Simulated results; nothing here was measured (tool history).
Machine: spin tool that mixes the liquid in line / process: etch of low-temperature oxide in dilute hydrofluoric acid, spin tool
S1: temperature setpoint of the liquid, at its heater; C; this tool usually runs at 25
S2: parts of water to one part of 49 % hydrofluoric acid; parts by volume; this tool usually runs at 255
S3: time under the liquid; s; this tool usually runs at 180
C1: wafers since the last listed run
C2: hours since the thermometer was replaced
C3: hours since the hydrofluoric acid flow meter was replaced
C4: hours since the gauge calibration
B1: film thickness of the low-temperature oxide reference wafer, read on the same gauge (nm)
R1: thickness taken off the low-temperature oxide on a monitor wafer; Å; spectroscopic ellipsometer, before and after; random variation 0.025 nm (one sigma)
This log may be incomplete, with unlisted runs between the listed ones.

run	hour	S1	S2	S3	C1	C2	C3	C4	B1	R1
1	0	25	255	180	0	2468.9	1575.1	131.8	70	105.1
2	16.7	25	255	180	154	2485.6	1591.8	148.5	69.98	104.6
3	34.6	25	255	180	165	2503.5	1609.7	166.4	70.02	104.6
4	63.6	25	255	180	268	2532.5	1638.7	195.4	69.99	104.3
5	77.5	25	300	95	128	2546.4	1652.6	209.3	70.02	44.7
6	88.8	25	255	180	104	2557.7	1663.9	220.6	69.97	103.9
7	103.1	27	200	180	132	2572	1678.2	234.9	69.98	151.3
8	113.2	27	200	180	93	2582.1	1688.3	245	69.98	151.4
9	121	25	255	180	72	2589.9	1696.1	252.8	69.99	103.9
10	127.7	25	175	180	61	2596.6	1702.8	259.5	70.02	165.3
11	143.3	23	255	100	144	2612.2	1718.4	275.1	70.03	53.4
# hour 150.8: thermometer replaced
# hour 155.2: gauge calibrated
12	160.8	25	255	180	152	10	1735.9	5.6	70.01	112.8
13	174.5	21	345	225	126	23.7	1749.6	19.3	70.02	82.8
# hour 180.2: hydrofluoric acid flow meter replaced
14	189.3	25	255	180	127	38.5	9.1	34.1	70.03	121.4
15	200.9	21.5	255	120	107	50.1	20.7	45.7	69.99	70.9
16	217.7	25	345	180	155	66.9	37.5	62.5	70.02	81.5
17	232.8	20	330	135	139	82	52.6	77.6	70.02	54.7

Alternative continuations, all from the tool just after run 17; predict every row:
A	233.3	25	255	110	4	82.5	53.1	78.1	?	?
B	233.3	28.5	130	180	4	82.5	53.1	78.1	?	?
C	233.3	28	145	285	4	82.5	53.1	78.1	?	?

run	B1	R1
A	70	73.5
B	70	309.5
C	70	423.1
What these runs would have given with no unlogged condition in the tool:
run	R1
A	75.4
B	317.5
C	434
